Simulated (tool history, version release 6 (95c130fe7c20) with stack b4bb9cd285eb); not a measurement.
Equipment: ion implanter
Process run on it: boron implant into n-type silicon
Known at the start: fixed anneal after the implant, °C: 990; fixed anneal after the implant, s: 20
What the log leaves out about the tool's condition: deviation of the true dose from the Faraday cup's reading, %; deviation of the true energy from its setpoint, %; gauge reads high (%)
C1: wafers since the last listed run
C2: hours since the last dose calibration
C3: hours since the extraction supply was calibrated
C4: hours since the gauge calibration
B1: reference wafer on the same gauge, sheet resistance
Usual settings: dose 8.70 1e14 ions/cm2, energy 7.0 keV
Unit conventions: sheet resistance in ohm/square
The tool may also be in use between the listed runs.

{"run": 1, "hour": 0.0, "dose": 10.06, "energy": 7.0, "C1": 0, "C2": 197.5, "C3": 2346.2, "C4": 62.2, "B1": 155.01, "sheet resistance": 162.43}
{"run": 2, "hour": 42.8, "dose": 10.06, "energy": 7.0, "C1": 700, "C2": 240.3, "C3": 2389.0, "C4": 105.0, "B1": 155.07, "sheet resistance": 162.32}
{"run": 3, "hour": 88.9, "dose": 10.06, "energy": 7.0, "C1": 754, "C2": 286.4, "C3": 2435.1, "C4": 151.1, "B1": 155.0, "sheet resistance": 162.58}
{"run": 4, "hour": 181.3, "dose": 8.7, "energy": 7.0, "C1": 1512, "C2": 378.8, "C3": 2527.5, "C4": 243.5, "B1": 155.03, "sheet resistance": 174.48}
{"run": 5, "hour": 249.5, "dose": 8.7, "energy": 7.0, "C1": 1116, "C2": 447.0, "C3": 2595.7, "C4": 311.7, "B1": 155.02, "sheet resistance": 174.91}
{"run": 6, "hour": 334.3, "dose": 6.87, "energy": 7.0, "C1": 1388, "C2": 531.8, "C3": 2680.5, "C4": 396.5, "B1": 155.04, "sheet resistance": 199.81}
{"run": 7, "hour": 425.4, "dose": 8.7, "energy": 7.0, "C1": 1491, "C2": 622.9, "C3": 2771.6, "C4": 487.6, "B1": 155.0, "sheet resistance": 173.33}
{"run": 8, "hour": 482.0, "dose": 8.7, "energy": 7.0, "C1": 926, "C2": 679.5, "C3": 2828.2, "C4": 544.2, "B1": 155.03, "sheet resistance": 173.02}
{"hour": 561.0, "done": "gauge calibrated"}
{"run": 9, "hour": 570.5, "dose": 8.7, "energy": 7.0, "C1": 1448, "C2": 768.0, "C3": 2916.7, "C4": 9.5, "B1": 154.94, "sheet resistance": 172.0}
{"run": 10, "hour": 635.1, "dose": 8.7, "energy": 7.0, "C1": 1057, "C2": 832.6, "C3": 2981.3, "C4": 74.1, "B1": 154.97, "sheet resistance": 172.47}
{"hour": 677.0, "done": "Faraday cup replaced and dose calibrated"}
{"run": 11, "hour": 734.9, "dose": 10.69, "energy": 7.0, "C1": 1502, "C2": 57.9, "C3": 3081.1, "C4": 173.9, "B1": 154.92, "sheet resistance": 158.39}
{"run": 12, "hour": 781.5, "dose": 10.38, "energy": 5.0, "C1": 762, "C2": 104.5, "C3": 3127.7, "C4": 220.5, "B1": 155.01, "sheet resistance": 183.18}
{"run": 13, "hour": 820.8, "dose": 9.75, "energy": 6.5, "C1": 643, "C2": 143.8, "C3": 3167.0, "C4": 259.8, "B1": 155.13, "sheet resistance": 169.02}
{"run": 14, "hour": 859.6, "dose": 6.29, "energy": 5.5, "C1": 635, "C2": 182.6, "C3": 3205.8, "C4": 298.6, "B1": 155.05, "sheet resistance": 226.61}
{"hour": 883.2, "done": "extraction supply calibrated"}
{"run": 15, "hour": 945.2, "dose": 9.61, "energy": 7.0, "C1": 1270, "C2": 268.2, "C3": 62.0, "C4": 384.2, "B1": 154.97, "sheet resistance": 165.72}
{"run": 16, "hour": 1048.6, "dose": 8.7, "energy": 7.0, "C1": 1692, "C2": 371.6, "C3": 165.4, "C4": 487.6, "B1": 155.0, "sheet resistance": 172.76}
{"run": 17, "hour": 1126.4, "dose": 9.68, "energy": 5.0, "C1": 1273, "C2": 449.4, "C3": 243.2, "C4": 565.4, "B1": 155.04, "sheet resistance": 187.7}
{"run": 18, "hour": 1171.4, "dose": 8.7, "energy": 7.0, "C1": 736, "C2": 494.4, "C3": 288.2, "C4": 610.4, "B1": 155.03, "sheet resistance": 173.17}
{"hour": 1221.7, "done": "gauge calibrated"}
{"run": 19, "hour": 1252.5, "dose": 8.7, "energy": 6.5, "C1": 1327, "C2": 575.5, "C3": 369.3, "C4": 30.8, "B1": 154.97, "sheet resistance": 176.85}
{"run": 20, "hour": 1323.4, "dose": 10.06, "energy": 7.0, "C1": 1160, "C2": 646.4, "C3": 440.2, "C4": 101.7, "B1": 155.07, "sheet resistance": 161.01}

Had the tool no unlogged condition, and each run kept its random variation, what would the results have been?
run=1 sheet_resistance=163.01
run=2 sheet_resistance=163.06
run=3 sheet_resistance=163.49
run=4 sheet_resistance=176.11
run=5 sheet_resistance=176.87
run=6 sheet_resistance=203.15
run=7 sheet_resistance=176.10
run=8 sheet_resistance=176.05
run=9 sheet_resistance=175.41
run=10 sheet_resistance=176.19
run=11 sheet_resistance=158.95
run=12 sheet_resistance=183.87
run=13 sheet_resistance=170.01
run=14 sheet_resistance=228.80
run=15 sheet_resistance=167.26
run=16 sheet_resistance=175.06
run=17 sheet_resistance=189.72
run=18 sheet_resistance=176.05
run=19 sheet_resistance=180.02
run=20 sheet_resistance=163.76
